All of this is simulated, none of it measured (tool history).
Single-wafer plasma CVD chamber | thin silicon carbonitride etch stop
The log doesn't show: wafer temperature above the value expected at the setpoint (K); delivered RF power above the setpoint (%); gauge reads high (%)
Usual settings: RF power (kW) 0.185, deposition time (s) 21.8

run	hour	RF power (kW)	deposition time (s)	wafers since the last listed run	hours since the last thermocouple change	hours since the last RF generator calibration	hours since the showerhead was replaced	hours since the gauge calibration	read-back reference wafer on the same gauge, thickness_nm	mean film thickness on the monitor wafer (angstrom)
1	0.0	0.185	21.8	0	1985.7	1616.0	6569.6	641.1	12.330	114.40
2	28.2	0.200	21.8	710	2013.9	1644.2	6597.8	669.3	12.280	120.46
3	70.5	0.200	21.8	1065	2056.2	1686.5	6640.1	711.6	12.300	119.89
4	113.7	0.185	23.5	1088	2099.4	1729.7	6683.3	754.8	12.321	122.86
5	262.1	0.170	21.8	3738	2247.8	1878.1	6831.7	903.2	12.301	109.96
6	311.5	0.185	21.8	1244	2297.2	1927.5	6881.1	952.6	12.317	114.72
7	336.6	0.185	21.8	632	2322.3	1952.6	6906.2	977.7	12.316	115.57
8	372.2	0.185	21.8	896	2357.9	1988.2	6941.8	1013.3	12.270	114.83
9	412.4	0.185	21.8	1012	2398.1	2028.4	6982.0	1053.5	12.308	113.88
10	437.1	0.185	21.8	622	2422.8	2053.1	7006.7	1078.2	12.302	114.05
11	471.8	0.185	21.8	874	2457.5	2087.8	7041.4	1112.9	12.291	113.55
12	497.1	0.185	21.8	637	2482.8	2113.1	7066.7	1138.2	12.303	114.22
# hour 517.9: thermocouple changed; heater temperature recalibrated
13	548.3	0.185	21.8	1088	30.4	2164.3	7117.9	1189.4	12.297	113.40
14	579.2	0.210	21.8	778	61.3	2195.2	7148.8	1220.3	12.302	121.50
15	639.3	0.210	21.8	1514	121.4	2255.3	7208.9	1280.4	12.289	120.66
# hour 664.9: showerhead replaced
# hour 680.6: gauge calibrated
16	708.4	0.205	24.3	1539	190.5	2324.4	43.5	27.8	12.280	131.30
17	777.3	0.185	17.7	1735	259.4	2393.3	112.4	96.7	12.317	91.51
# hour 965.3: RF generator calibrated
18	965.8	0.175	21.8	4547	447.9	0.5	300.9	285.2	12.294	113.47
19	1084.5	0.185	21.8	2990	566.6	119.2	419.6	403.9	12.279	116.83
20	1143.3	0.185	21.8	1481	625.4	178.0	478.4	462.7	12.293	116.70
21	1201.6	0.185	21.8	1468	683.7	236.3	536.7	521.0	12.291	116.19
22	1255.0	0.185	21.8	1345	737.1	289.7	590.1	574.4	12.289	115.70
23	1302.2	0.210	23.3	1189	784.3	336.9	637.3	621.6	12.280	133.83
24	1361.5	0.185	24.5	1493	843.6	396.2	696.6	680.9	12.306	131.78
25	1430.6	0.195	19.5	1740	912.7	465.3	765.7	750.0	12.315	107.91
26	1487.3	0.155	25.1	1428	969.4	522.0	822.4	806.7	12.291	121.51
27	1531.2	0.220	24.6	1105	1013.3	565.9	866.3	850.6	12.316	144.99
28	1594.8	0.185	18.7	1602	1076.9	629.5	929.9	914.2	12.318	99.74
29	1634.8	0.185	24.0	1007	1116.9	669.5	969.9	954.2	12.310	129.06
30	1676.0	0.185	21.8	1037	1158.1	710.7	1011.1	995.4	12.260	116.73
31	1728.7	0.175	17.6	1327	1210.8	763.4	1063.8	1048.1	12.300	90.45
32	1786.1	0.200	20.3	1445	1268.2	820.8	1121.2	1105.5	12.318	111.70
33	1817.8	0.185	21.8	798	1299.9	852.5	1152.9	1137.2	12.299	116.70
# hour 1821.7: gauge calibrated
34	1983.5	0.200	23.8	4174	1465.6	1018.2	1318.6	161.8	12.295	132.30

The tool's hidden state at each run:
wafer temperature above the value expected at the setpoint (K): 0 in every run
gauge reads high (%): 0 in every run
H1: delivered RF power above the setpoint (%)
run	H1
1	-3.86
2	-3.97
3	-4.15
4	-4.34
5	-5.01
6	-5.25
7	-5.37
8	-5.55
9	-5.75
10	-5.88
11	-6.06
12	-6.19
13	-6.47
14	-6.64
15	-6.97
16	-7.37
17	-7.78
18	-0.832
19	-0.849
20	-0.871
21	-0.902
22	-0.937
23	-0.974
24	-1.03
25	-1.1
26	-1.17
27	-1.23
28	-1.33
29	-1.4
30	-1.47
31	-1.57
32	-1.68
33	-1.75
34	-2.14
